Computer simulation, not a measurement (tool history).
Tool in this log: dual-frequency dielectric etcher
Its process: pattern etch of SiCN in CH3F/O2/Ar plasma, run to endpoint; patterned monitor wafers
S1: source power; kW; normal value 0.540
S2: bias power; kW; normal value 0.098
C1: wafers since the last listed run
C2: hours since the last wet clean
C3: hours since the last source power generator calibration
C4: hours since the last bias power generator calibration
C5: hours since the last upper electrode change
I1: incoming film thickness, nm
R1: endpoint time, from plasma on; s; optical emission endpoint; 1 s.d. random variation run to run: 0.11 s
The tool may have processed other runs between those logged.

Run 1, hour 0.0: usual settings but S2 0.079 kW; C1 0; C2 235.7; C3 1271.5; C4 1448.0; C5 3592.8; I1 6.56. Result: R1 16.4 s.
Run 2, hour 35.8: usual settings; C1 548; C2 271.5; C3 1307.3; C4 1483.8; C5 3628.6; I1 6.58. Result: R1 14.5 s.
At hour 83.1: wet clean of the chamber.
Run 3, hour 83.6: usual settings but S1 0.630 kW, S2 0.087 kW; C1 364; C2 0.5; C3 1355.1; C4 1531.6; C5 3676.4; I1 6.65. Result: R1 14.2 s.
Run 4, hour 90.4: usual settings but S1 0.600 kW, S2 0.093 kW; C1 104; C2 7.3; C3 1361.9; C4 1538.4; C5 3683.2; I1 6.68. Result: R1 14.2 s.
Run 5, hour 106.8: usual settings but S1 0.600 kW, S2 0.093 kW; C1 251; C2 23.7; C3 1378.3; C4 1554.8; C5 3699.6; I1 6.54. Result: R1 13.8 s.
Run 6, hour 135.0: usual settings but S1 0.600 kW, S2 0.093 kW; C1 432; C2 51.9; C3 1406.5; C4 1583.0; C5 3727.8; I1 6.56. Result: R1 14.0 s.
Run 7, hour 154.7: usual settings; C1 302; C2 71.6; C3 1426.2; C4 1602.7; C5 3747.5; I1 6.61. Result: R1 14.2 s.
Run 8, hour 196.2: usual settings but S1 0.640 kW, S2 0.116 kW; C1 636; C2 113.1; C3 1467.7; C4 1644.2; C5 3789.0; I1 6.60. Result: R1 12.2 s.
At hour 259.4: source power generator calibrated.
Run 9, hour 264.2: usual settings but S1 0.640 kW, S2 0.116 kW; C1 981; C2 181.1; C3 4.8; C4 1712.2; C5 3857.0; I1 6.64. Result: R1 12.5 s.
Run 10, hour 296.9: usual settings but S1 0.640 kW, S2 0.116 kW; C1 501; C2 213.8; C3 37.5; C4 1744.9; C5 3889.7; I1 6.56. Result: R1 12.1 s.
At hour 397.9: wet clean of the chamber.
At hour 399.8: bias power generator calibrated.
Run 11, hour 400.3: usual settings but S1 0.610 kW; C1 1187; C2 2.4; C3 140.9; C4 0.5; C5 3993.1; I1 6.59. Result: R1 14.5 s.
Run 12, hour 409.8: usual settings but S2 0.112 kW; C1 145; C2 11.9; C3 150.4; C4 10.0; C5 4002.6; I1 6.51. Result: R1 13.8 s.
Run 13, hour 424.8: usual settings but S1 0.420 kW, S2 0.084 kW; C1 230; C2 26.9; C3 165.4; C4 25.0; C5 4017.6; I1 6.55. Result: R1 17.7 s.
Run 14, hour 459.0: usual settings but S1 0.640 kW, S2 0.108 kW; C1 524; C2 61.1; C3 199.6; C4 59.2; C5 4051.8; I1 6.62. Result: R1 13.6 s.
Run 15, hour 479.3: usual settings but S1 0.610 kW, S2 0.086 kW; C1 311; C2 81.4; C3 219.9; C4 79.5; C5 4072.1; I1 6.58. Result: R1 15.6 s.
At hour 524.2: wet clean of the chamber, repeated, since the last time left the tool worse.
Run 16, hour 524.7: usual settings but S1 0.450 kW, S2 0.112 kW; C1 328; C2 0.5; C3 265.3; C4 124.9; C5 4117.5; I1 6.54. Result: R1 14.1 s.
Run 17, hour 548.1: usual settings but S1 0.420 kW, S2 0.114 kW; C1 358; C2 23.9; C3 288.7; C4 148.3; C5 4140.9; I1 6.60. Result: R1 14.0 s.
Run 18, hour 583.0: usual settings but S1 0.630 kW; C1 535; C2 58.8; C3 323.6; C4 183.2; C5 4175.8; I1 6.58. Result: R1 13.4 s.
At hour 625.8: upper electrode replaced.
Run 19, hour 626.3: usual settings but S1 0.470 kW; C1 295; C2 102.1; C3 366.9; C4 226.5; C5 0.5; I1 6.50. Result: R1 14.8 s.
Run 20, hour 626.6: usual settings but S1 0.640 kW, S2 0.116 kW; C1 4; C2 102.4; C3 367.2; C4 226.8; C5 0.8; I1 6.59. Result: R1 12.3 s.
Run 21, hour 699.9: usual settings; C1 1123; C2 175.7; C3 440.5; C4 300.1; C5 74.1; I1 6.57. Result: R1 14.3 s.
Run 22, hour 717.0: usual settings but S1 0.590 kW, S2 0.075 kW; C1 262; C2 192.8; C3 457.6; C4 317.2; C5 91.2; I1 6.69. Result: R1 16.7 s.
Run 23, hour 736.3: usual settings but S1 0.640 kW, S2 0.116 kW; C1 295; C2 212.1; C3 476.9; C4 336.5; C5 110.5; I1 6.64. Result: R1 12.4 s.
Run 24, hour 767.5: usual settings but S2 0.117 kW; C1 478; C2 243.3; C3 508.1; C4 367.7; C5 141.7; I1 6.55. Result: R1 13.1 s.
Run 25, hour 817.7: usual settings; C1 769; C2 293.5; C3 558.3; C4 417.9; C5 191.9; I1 6.64. Result: R1 14.7 s.

Consider 5 possible next runs. They are alternatives, not a sequence: every one starts from the tool as it was left by run 25. What does each give?
Run A, hour 818.1: usual settings; C1 6; C2 293.9; C3 558.7; C4 418.3; C5 192.3; I1 6.66. Result: R1 ?.
Run B, hour 818.1: usual settings but S1 0.680 kW, S2 0.079 kW; C1 6; C2 293.9; C3 558.7; C4 418.3; C5 192.3; I1 6.66. Result: R1 ?.
Run C, hour 818.1: usual settings but S2 0.115 kW; C1 6; C2 293.9; C3 558.7; C4 418.3; C5 192.3; I1 6.66. Result: R1 ?.
Run D, hour 818.1: usual settings but S1 0.630 kW, S2 0.108 kW; C1 6; C2 293.9; C3 558.7; C4 418.3; C5 192.3; I1 6.66. Result: R1 ?.
Run E, hour 818.1: usual settings but S2 0.090 kW; C1 6; C2 293.9; C3 558.7; C4 418.3; C5 192.3; I1 6.66. Result: R1 ?.

run    R1
  A  14.9
  B  15.6
  C  13.6
  D  13.4
  E  15.6
Stripped of hidden state, with their random variation kept, the same runs would have yielded:
run    R1
  A  14.4
  B  15.1
  C  13.2
  D  13.0
  E  15.1
